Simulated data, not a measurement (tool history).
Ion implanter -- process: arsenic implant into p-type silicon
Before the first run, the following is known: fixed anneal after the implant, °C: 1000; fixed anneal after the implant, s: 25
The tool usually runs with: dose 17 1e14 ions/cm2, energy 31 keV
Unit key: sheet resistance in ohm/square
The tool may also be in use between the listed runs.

run    hour   dose  energy  wafers since the last listed run  hours since the last dose calibration  hours since the extraction supply was calibrated  hours since the gauge calibration  read-back reference wafer on the same gauge, sheet resistance  sheet resistance
  1       0     17      31                                 0                                   91.3                                            2807.5                                939                                                          94.22             79.75
  2    99.8  18.85      31                              2118                                  191.1                                            2907.3                             1038.8                                                          94.22             77.34
  3   172.1  18.85      31                              1534                                  263.4                                            2979.6                             1111.1                                                          94.18             77.12
  4   265.4  14.58    24.5                              1980                                  356.7                                            3072.9                             1204.4                                                          94.27             90.55
  5   304.1  20.82      31                               821                                  395.4                                            3111.6                             1243.1                                                          94.19             75.05
  6   616.7  20.82      31                              6634                                    708                                            3424.2                             1555.7                                                          94.16              74.7
  7   690.6     17      31                              1568                                  781.9                                            3498.1                             1629.6                                                          94.17             78.91
        724  -- Faraday cup replaced and dose calibrated
  8   761.1  14.61      31                              1326                                   37.1                                            3568.6                             1700.1                                                          94.24              84.2
  9   812.4     17      31                              1088                                   88.4                                            3619.9                             1751.4                                                          94.19              79.8
      863.5  -- extraction supply calibrated
 10   896.7     17      31                              1619                                  172.7                                              33.2                             1835.7                                                          94.15             79.83
 11     943     17      35                               982                                    219                                              79.5                               1882                                                          94.18             76.46
 12     981     17      35                               806                                    257                                             117.5                               1920                                                          94.23             76.16
 13  1023.6  18.67    37.5                               904                                  299.6                                             160.1                             1962.6                                                          94.22             71.97
 14  1117.7     17      31                              1997                                  393.7                                             254.2                             2056.7                                                          94.21             79.78
 15  1163.7  21.72    20.5                               976                                  439.7                                             300.2                             2102.7                                                          94.19             87.19
 16  1218.6     17      31                              1165                                  494.6                                             355.1                             2157.6                                                          94.13             79.57
 17  1313.8  14.01      23                              2020                                  589.8                                             450.3                             2252.8                                                          94.22             93.05
 18    1403  21.68      31                              1893                                    679                                             539.5                               2342                                                          94.25             74.47
     1498.5  -- Faraday cup replaced and dose calibrated
 19  1509.2  14.61      31                              2084                                   10.7                                             645.7                             2448.2                                                          94.19              84.1
     1579.5  -- gauge calibrated
 20  1583.3  21.99    23.5                              1572                                   84.8                                             719.8                                3.8                                                          94.18             83.24
 21  1660.7  18.85      35                              1642                                  162.2                                             797.2                               81.2                                                          94.18             74.04
 22  1699.6  13.79      31                               825                                  201.1                                             836.1                              120.1                                                          94.27             86.86
 23  1737.3  12.83      31                               800                                  238.8                                             873.8                              157.8                                                          94.23             88.76
 24  1813.4     17    41.5                              1615                                  314.9                                             949.9                              233.9                                                          94.17             72.12
 25  2099.7  20.63    27.5                              6076                                  601.2                                            1236.2                              520.2                                                          94.23             79.02

For each run, what was the tool's unlogged condition?
deviation of the true energy from its setpoint, %: 0, the same for each run
gauge reads high (%): 0, the same for each run
H1: deviation of the true dose from the Faraday cup's reading, %
run      H1
  1   0.738
  2   0.921
  3    1.14
  4    1.51
  5     1.7
  6    3.95
  7    4.66
  8   0.427
  9   0.469
 10   0.612
 11    0.73
 12   0.848
 13       1
 14    1.43
 15    1.68
 16    2.01
 17    2.68
 18    3.42
 19  0.0201
 20  0.0661
 21   0.191
 22   0.283
 23   0.391
 24   0.665
 25    2.37
